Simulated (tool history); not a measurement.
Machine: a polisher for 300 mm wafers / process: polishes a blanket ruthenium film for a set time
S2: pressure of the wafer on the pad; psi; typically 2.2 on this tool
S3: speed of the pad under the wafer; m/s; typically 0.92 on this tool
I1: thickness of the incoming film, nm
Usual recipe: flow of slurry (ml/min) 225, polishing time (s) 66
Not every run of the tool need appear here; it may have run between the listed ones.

run 1 hour=0.0 | flow_of_slurry_(ml/min)=225 S2=2.2 S3=0.92 polishing_time_(s)=66 | I1=473.7 | film_removed_(nm)=63.3
-- hour=45.8 worn pad replaced by a new one
run 2 hour=66.0 | flow_of_slurry_(ml/min)=225 S2=2.2 S3=0.92 polishing_time_(s)=66 | I1=477.4 | film_removed_(nm)=63.3
run 3 hour=112.6 | flow_of_slurry_(ml/min)=225 S2=2.2 S3=0.92 polishing_time_(s)=66 | I1=472.3 | film_removed_(nm)=64.3
run 4 hour=160.7 | flow_of_slurry_(ml/min)=225 S2=2.2 S3=0.92 polishing_time_(s)=66 | I1=467.1 | film_removed_(nm)=62.3
run 5 hour=185.4 | flow_of_slurry_(ml/min)=225 S2=2.2 S3=0.92 polishing_time_(s)=66 | I1=466.6 | film_removed_(nm)=63.5
-- hour=190.6 worn pad replaced by a new one
run 6 hour=242.4 | flow_of_slurry_(ml/min)=225 S2=2.2 S3=0.92 polishing_time_(s)=66 | I1=459.9 | film_removed_(nm)=61.7
run 7 hour=297.5 | flow_of_slurry_(ml/min)=225 S2=2.2 S3=0.92 polishing_time_(s)=66 | I1=467.5 | film_removed_(nm)=61.6
run 8 hour=321.8 | flow_of_slurry_(ml/min)=225 S2=2.2 S3=0.92 polishing_time_(s)=66 | I1=466.6 | film_removed_(nm)=60.7
-- hour=337.5 head pressure recalibrated
-- hour=340.7 worn pad replaced by a new one
run 9 hour=374.5 | flow_of_slurry_(ml/min)=255 S2=2.2 S3=0.92 polishing_time_(s)=73 | I1=462.4 | film_removed_(nm)=74.5
run 10 hour=427.6 | flow_of_slurry_(ml/min)=225 S2=2.2 S3=0.92 polishing_time_(s)=66 | I1=475.3 | film_removed_(nm)=66.3
-- hour=433.1 slurry nozzle cleaned
-- hour=474.8 worn pad replaced by a new one
run 11 hour=481.8 | flow_of_slurry_(ml/min)=255 S2=1.8 S3=0.92 polishing_time_(s)=66 | I1=470.5 | film_removed_(nm)=60.5
run 12 hour=515.6 | flow_of_slurry_(ml/min)=225 S2=2.2 S3=0.92 polishing_time_(s)=66 | I1=469.1 | film_removed_(nm)=67.7
run 13 hour=565.0 | flow_of_slurry_(ml/min)=225 S2=2.2 S3=1.20 polishing_time_(s)=80 | I1=471.6 | film_removed_(nm)=97.6
-- hour=609.4 worn pad replaced by a new one
run 14 hour=633.1 | flow_of_slurry_(ml/min)=225 S2=2.2 S3=0.92 polishing_time_(s)=66 | I1=466.2 | film_removed_(nm)=67.0
run 15 hour=664.8 | flow_of_slurry_(ml/min)=260 S2=2.8 S3=1.16 polishing_time_(s)=51 | I1=460.3 | film_removed_(nm)=71.3
run 16 hour=734.8 | flow_of_slurry_(ml/min)=225 S2=2.2 S3=0.80 polishing_time_(s)=66 | I1=469.0 | film_removed_(nm)=59.5

Below, some changes in film removed (nm) between adjacent runs. For each, the amount present without the hidden state too (settings, incoming material, random variation) and the amount remaining for the hidden state with gauge scatter not shared by both compared results:
The hidden state here: removal rate lost through wear of the pad, %; slurry flow missing at the pad, %; deviation of the head's pressure from its setpoint, %.
Run 8 -> 9: flow of slurry (ml/min) 225 -> 255, polishing time (s) 66 -> 73, head pressure recalibrated, worn pad replaced by a new one. film removed (nm) +13.8: hidden state +4.8, all else +9.0.
Run 13 -> 14: S3 1.20 -> 0.92, polishing time (s) 80 -> 66, worn pad replaced by a new one. film removed (nm) -30.6: hidden state +0.2, all else -30.8.
